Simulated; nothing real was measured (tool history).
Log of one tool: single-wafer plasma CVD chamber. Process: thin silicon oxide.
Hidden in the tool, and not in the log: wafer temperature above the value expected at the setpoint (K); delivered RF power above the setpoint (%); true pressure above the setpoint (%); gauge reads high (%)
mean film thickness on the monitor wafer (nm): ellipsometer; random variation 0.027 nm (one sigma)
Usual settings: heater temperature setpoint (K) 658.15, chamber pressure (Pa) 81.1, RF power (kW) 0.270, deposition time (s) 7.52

run	hour	heater temperature setpoint (K)	chamber pressure (Pa)	RF power (kW)	deposition time (s)	wafers since the last listed run	hours since the last thermocouple change	hours since the last RF generator calibration	hours since the last manometer calibration	hours since the showerhead was replaced	hours since the gauge calibration	read-back reference wafer on the same gauge, thickness_nm	mean film thickness on the monitor wafer (nm)
1	0.0	658.15	81.1	0.270	7.52	0	2061.7	1016.4	1157.8	4808.0	1129.3	11.800	10.752
2	68.2	658.15	81.1	0.270	7.52	1552	2129.9	1084.6	1226.0	4876.2	1197.5	11.796	10.722
3	353.4	658.15	81.1	0.285	7.52	6491	2415.1	1369.8	1511.2	5161.4	1482.7	11.812	11.008
4	626.1	658.15	81.1	0.285	7.52	6206	2687.8	1642.5	1783.9	5434.1	1755.4	11.803	11.023
5	689.7	658.15	81.1	0.270	7.52	1447	2751.4	1706.1	1847.5	5497.7	1819.0	11.792	10.822
# hour 702.0: gauge calibrated
# hour 759.1: thermocouple changed; heater temperature recalibrated
6	766.6	658.15	81.1	0.270	7.52	1568	7.5	1783.0	1924.4	5574.6	64.6	11.799	10.845
# hour 855.1: RF generator calibrated
7	866.3	658.15	81.1	0.270	6.56	2087	107.2	11.2	2024.1	5674.3	164.3	11.805	9.443
# hour 889.2: showerhead replaced
8	949.3	658.15	81.1	0.270	6.56	1707	190.2	94.2	2107.1	60.1	247.3	11.795	9.515
9	1045.9	658.15	81.1	0.270	6.56	2198	286.8	190.8	2203.7	156.7	343.9	11.801	9.496
10	1084.7	658.15	81.1	0.270	7.52	883	325.6	229.6	2242.5	195.5	382.7	11.803	10.834
11	1138.2	658.15	81.1	0.270	6.56	1217	379.1	283.1	2296.0	249.0	436.2	11.792	9.470
12	1206.1	651.15	90.4	0.315	7.11	1545	447.0	351.0	2363.9	316.9	504.1	11.804	11.873
13	1245.9	658.15	81.1	0.270	7.52	905	486.8	390.8	2403.7	356.7	543.9	11.790	10.907
# hour 1283.0: capacitance manometer re-zeroed and calibrated
14	1300.8	658.15	72.4	0.270	8.25	1067	541.7	445.7	17.8	411.6	598.8	11.802	10.663
15	1375.3	647.15	74.1	0.250	6.51	1695	616.2	520.2	92.3	486.1	673.3	11.789	8.413
16	1456.6	667.15	71.3	0.220	8.61	1850	697.5	601.5	173.6	567.4	754.6	11.803	10.204
17	1522.1	658.15	63.5	0.270	6.31	1490	763.0	667.0	239.1	632.9	820.1	11.807	7.433
18	1633.0	671.15	99.3	0.305	6.57	2524	873.9	777.9	350.0	743.8	931.0	11.805	11.195
19	1732.5	658.15	81.1	0.270	7.52	2264	973.4	877.4	449.5	843.3	1030.5	11.795	10.643

5 ways to go on from here, each from the tool as it stands after run 19. What would each give?
A	1732.9	651.15	81.1	0.270	7.52	9	973.8	877.8	449.9	843.7	1030.9	?	?
B	1732.9	670.15	81.1	0.235	7.52	9	973.8	877.8	449.9	843.7	1030.9	?	?
C	1732.9	665.15	81.1	0.270	7.52	9	973.8	877.8	449.9	843.7	1030.9	?	?
D	1732.9	668.15	81.1	0.270	7.52	9	973.8	877.8	449.9	843.7	1030.9	?	?
E	1732.9	658.15	89.5	0.270	7.52	9	973.8	877.8	449.9	843.7	1030.9	?	?

run	read-back reference wafer on the same gauge, thickness_nm	mean film thickness on the monitor wafer (nm)
A	11.804	10.727
B	11.804	10.068
C	11.804	10.620
D	11.804	10.598
E	11.804	11.509
Without the tool's hidden state the same runs would have given:
run	mean film thickness on the monitor wafer (nm)
A	10.673
B	10.017
C	10.567
D	10.545
E	11.452

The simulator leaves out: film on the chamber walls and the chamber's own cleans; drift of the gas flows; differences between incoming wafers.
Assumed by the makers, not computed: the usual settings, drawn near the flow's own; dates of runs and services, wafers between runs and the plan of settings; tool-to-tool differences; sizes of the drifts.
